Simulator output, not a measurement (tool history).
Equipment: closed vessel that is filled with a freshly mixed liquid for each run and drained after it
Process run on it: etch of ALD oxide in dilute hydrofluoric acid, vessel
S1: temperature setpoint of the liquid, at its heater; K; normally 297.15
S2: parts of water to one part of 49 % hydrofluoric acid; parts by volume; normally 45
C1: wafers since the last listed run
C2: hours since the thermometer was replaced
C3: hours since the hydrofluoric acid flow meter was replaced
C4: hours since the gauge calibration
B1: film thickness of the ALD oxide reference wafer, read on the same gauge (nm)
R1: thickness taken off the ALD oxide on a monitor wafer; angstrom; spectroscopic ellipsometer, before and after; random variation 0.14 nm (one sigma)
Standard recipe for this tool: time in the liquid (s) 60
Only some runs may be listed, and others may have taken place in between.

Run 1, hour 0.0: usual settings; C1 0; C2 771.2; C3 1385.6; C4 301.0; B1 100.02. Result: R1 187.9 angstrom.
Run 2, hour 50.4: usual settings but S2 55 parts by volume; C1 3602; C2 821.6; C3 1436.0; C4 351.4; B1 100.00. Result: R1 150.7 angstrom.
Run 3, hour 125.2: usual settings but S2 30 parts by volume; C1 5346; C2 896.4; C3 1510.8; C4 426.2; B1 99.98. Result: R1 285.3 angstrom.
Run 4, hour 167.6: usual settings but S2 30 parts by volume; C1 3030; C2 938.8; C3 1553.2; C4 468.6; B1 100.00. Result: R1 283.4 angstrom.
Run 5, hour 234.7: usual settings but time in the liquid (s) 35; C1 4796; C2 1005.9; C3 1620.3; C4 535.7; B1 99.97. Result: R1 107.9 angstrom.
Run 6, hour 280.1: usual settings but time in the liquid (s) 35; C1 3245; C2 1051.3; C3 1665.7; C4 581.1; B1 99.98. Result: R1 108.0 angstrom.
Run 7, hour 340.5: usual settings; C1 4317; C2 1111.7; C3 1726.1; C4 641.5; B1 99.99. Result: R1 184.5 angstrom.
At hour 372.3: thermometer replaced.
Run 8, hour 422.5: usual settings but S1 292.65 K, time in the liquid (s) 30; C1 5789; C2 50.2; C3 1808.1; C4 723.5; B1 100.02. Result: R1 75.5 angstrom.
At hour 475.2: gauge calibrated.
Run 9, hour 517.8: usual settings; C1 6811; C2 145.5; C3 1903.4; C4 42.6; B1 100.01. Result: R1 184.1 angstrom.
At hour 526.4: hydrofluoric acid flow meter replaced.
Run 10, hour 576.9: usual settings but S1 293.65 K, S2 65 parts by volume, time in the liquid (s) 30; C1 4152; C2 204.6; C3 50.5; C4 101.7; B1 100.00. Result: R1 58.4 angstrom.
Run 11, hour 681.1: usual settings but S1 298.65 K, time in the liquid (s) 95; C1 7448; C2 308.8; C3 154.7; C4 205.9; B1 99.99. Result: R1 334.6 angstrom.
Run 12, hour 721.9: usual settings but S1 292.65 K, time in the liquid (s) 30; C1 2916; C2 349.6; C3 195.5; C4 246.7; B1 99.97. Result: R1 81.7 angstrom.
Run 13, hour 767.6: usual settings but S1 294.65 K, S2 40 parts by volume, time in the liquid (s) 30; C1 3266; C2 395.3; C3 241.2; C4 292.4; B1 99.97. Result: R1 101.8 angstrom.
Run 14, hour 870.5: usual settings but S2 55 parts by volume; C1 7355; C2 498.2; C3 344.1; C4 395.3; B1 99.99. Result: R1 159.8 angstrom.
Run 15, hour 938.6: usual settings but S1 299.15 K, S2 30 parts by volume, time in the liquid (s) 50; C1 4867; C2 566.3; C3 412.2; C4 463.4; B1 100.02. Result: R1 272.3 angstrom.

What would each run have given without the hidden state, its run-to-run variation left as it was?
What the log doesn't record here: liquid colder than its thermometer reads (K); hydrofluoric acid flow below the setpoint (%); gauge reads high (%).
run     R1
  1  201.2
  2  161.8
  3  306.7
  4  305.2
  5  116.7
  6  117.1
  7  200.6
  8   82.4
  9  201.8
 10   58.6
 11  336.9
 12   82.4
 13  102.9
 14  162.2
 15  277.1

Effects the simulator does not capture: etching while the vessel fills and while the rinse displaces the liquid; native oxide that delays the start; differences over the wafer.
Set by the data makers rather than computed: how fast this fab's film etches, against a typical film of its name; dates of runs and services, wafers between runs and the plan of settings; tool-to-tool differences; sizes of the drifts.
